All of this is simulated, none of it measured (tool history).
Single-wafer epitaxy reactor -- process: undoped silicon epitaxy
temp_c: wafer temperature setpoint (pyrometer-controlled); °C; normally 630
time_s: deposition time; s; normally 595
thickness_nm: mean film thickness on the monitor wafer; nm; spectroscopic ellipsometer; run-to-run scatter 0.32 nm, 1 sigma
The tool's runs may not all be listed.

run,hour,temp_c,time_s,"read-back reference wafer on the same gauge, thickness_nm",thickness_nm
1,0,630,595,72.701,62.898
# hour 18.8: gauge calibrated
2,34.4,630,595,72.661,62.156
3,42.4,630,595,72.697,62.755
4,59.2,630,595,72.627,61.691
5,65.4,630,595,72.71,62.35
6,74.6,630,595,72.749,62.543
7,90.1,630,595,72.725,61.988
# hour 98.3: pyrometer calibrated
8,105,630,595,72.779,69.974
9,113.9,630,595,72.728,70.005
10,122,630,595,72.807,69.519
11,137.7,630,595,72.637,69.995
12,147.7,630,595,72.642,69.451
13,157.4,643,689,72.678,110.518
14,193.9,630,595,72.844,70.1
15,200.6,630,595,72.741,69.927
16,208.5,639,492,72.657,71.566
17,223.3,617,542,72.779,46.029
18,231.5,618,523,72.657,45.677
19,239.1,620,692,72.707,63.69
# hour 245.4: gauge calibrated
20,256.8,630,595,72.645,69.634
21,274.3,622,633,72.62,61.042
22,290.5,630,595,72.667,69.258
23,299.6,626,539,72.764,57.322
24,310.9,630,595,72.689,69.382

Below are 5 alternative next runs, each starting from the tool's condition after run 24. Predict each:
A,311.5,630,507,?,?
B,311.5,624,656,?,?
C,311.5,624,654,?,?
D,311.5,638,595,?,?
E,311.5,638,523,?,?

run,"read-back reference wafer on the same gauge, thickness_nm",thickness_nm
A,72.739,59.334
B,72.739,66.308
C,72.739,66.106
D,72.739,84.386
E,72.739,74.175
With the hidden condition removed and each run's random variation left untouched, the same runs would have given:
run,thickness_nm
A,59.131
B,66.078
C,65.876
D,84.102
E,73.925
